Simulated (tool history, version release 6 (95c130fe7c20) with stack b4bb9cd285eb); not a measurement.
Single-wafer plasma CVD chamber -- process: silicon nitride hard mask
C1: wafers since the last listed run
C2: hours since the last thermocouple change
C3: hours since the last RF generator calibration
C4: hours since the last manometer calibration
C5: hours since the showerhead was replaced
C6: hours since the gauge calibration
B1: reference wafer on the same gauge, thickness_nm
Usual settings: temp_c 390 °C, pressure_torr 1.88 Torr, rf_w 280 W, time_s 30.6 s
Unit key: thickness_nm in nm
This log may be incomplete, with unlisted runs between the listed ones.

Run 1, hour 0.0: usual settings; C1 0; C2 2028.3; C3 2049.4; C4 2073.7; C5 7630.0; C6 58.2; B1 43.389. Result: thickness_nm 36.735 nm.
Run 2, hour 10.5: usual settings; C1 237; C2 2038.8; C3 2059.9; C4 2084.2; C5 7640.5; C6 68.7; B1 43.406. Result: thickness_nm 36.725 nm.
Run 3, hour 20.3: usual settings but temp_c 379 °C, time_s 27.7 s; C1 222; C2 2048.6; C3 2069.7; C4 2094.0; C5 7650.3; C6 78.5; B1 43.411. Result: thickness_nm 33.456 nm.
Run 4, hour 32.2: usual settings but temp_c 379 °C, time_s 27.7 s; C1 269; C2 2060.5; C3 2081.6; C4 2105.9; C5 7662.2; C6 90.4; B1 43.407. Result: thickness_nm 33.371 nm.
Run 5, hour 42.5: usual settings; C1 233; C2 2070.8; C3 2091.9; C4 2116.2; C5 7672.5; C6 100.7; B1 43.410. Result: thickness_nm 36.687 nm.
At hour 60.3: capacitance manometer re-zeroed and calibrated.
Run 6, hour 60.8: usual settings; C1 233; C2 2089.1; C3 2110.2; C4 0.5; C5 7690.8; C6 119.0; B1 43.409. Result: thickness_nm 36.703 nm.
Run 7, hour 72.8: usual settings but pressure_torr 2.00 Torr; C1 271; C2 2101.1; C3 2122.2; C4 12.5; C5 7702.8; C6 131.0; B1 43.395. Result: thickness_nm 37.059 nm.
Run 8, hour 86.1: usual settings; C1 301; C2 2114.4; C3 2135.5; C4 25.8; C5 7716.1; C6 144.3; B1 43.397. Result: thickness_nm 36.659 nm.
Run 9, hour 100.9: usual settings but pressure_torr 2.18 Torr, rf_w 240 W; C1 335; C2 2129.2; C3 2150.3; C4 40.6; C5 7730.9; C6 159.1; B1 43.388. Result: thickness_nm 31.756 nm.
Run 10, hour 109.5: usual settings; C1 194; C2 2137.8; C3 2158.9; C4 49.2; C5 7739.5; C6 167.7; B1 43.411. Result: thickness_nm 36.663 nm.
At hour 119.3: RF generator calibrated.
At hour 120.9: showerhead replaced.
Run 11, hour 124.5: usual settings but time_s 28.7 s; C1 121; C2 2152.8; C3 5.2; C4 64.2; C5 3.6; C6 182.7; B1 43.393. Result: thickness_nm 35.491 nm.
Run 12, hour 140.6: usual settings; C1 364; C2 2168.9; C3 21.3; C4 80.3; C5 19.7; C6 198.8; B1 43.401. Result: thickness_nm 37.732 nm.
At hour 158.9: thermocouple changed; heater temperature recalibrated.
Run 13, hour 159.4: usual settings; C1 244; C2 0.5; C3 40.1; C4 99.1; C5 38.5; C6 217.6; B1 43.411. Result: thickness_nm 37.757 nm.
Run 14, hour 168.9: usual settings but temp_c 386 °C, pressure_torr 2.35 Torr, time_s 27.0 s; C1 215; C2 10.0; C3 49.6; C4 108.6; C5 48.0; C6 227.1; B1 43.391. Result: thickness_nm 34.472 nm.
Run 15, hour 179.3: usual settings; C1 235; C2 20.4; C3 60.0; C4 119.0; C5 58.4; C6 237.5; B1 43.391. Result: thickness_nm 37.794 nm.
Run 16, hour 195.7: usual settings; C1 371; C2 36.8; C3 76.4; C4 135.4; C5 74.8; C6 253.9; B1 43.404. Result: thickness_nm 37.833 nm.
Run 17, hour 202.3: usual settings but pressure_torr 1.71 Torr, rf_w 255 W; C1 149; C2 43.4; C3 83.0; C4 142.0; C5 81.4; C6 260.5; B1 43.422. Result: thickness_nm 33.844 nm.
Run 18, hour 215.5: usual settings but rf_w 305 W; C1 299; C2 56.6; C3 96.2; C4 155.2; C5 94.6; C6 273.7; B1 43.404. Result: thickness_nm 40.816 nm.

Run 19 comes next. What will it give?
Run 19, hour 226.1: usual settings; C1 240; C2 67.2; C3 106.8; C4 165.8; C5 105.2; C6 284.3; B1 ?. Result: thickness_nm ?.

B1: 43.401
thickness_nm: 37.747 nm
With the hidden condition absent and the run-to-run variation left alone, this run would have shown thickness_nm 37.799 nm.
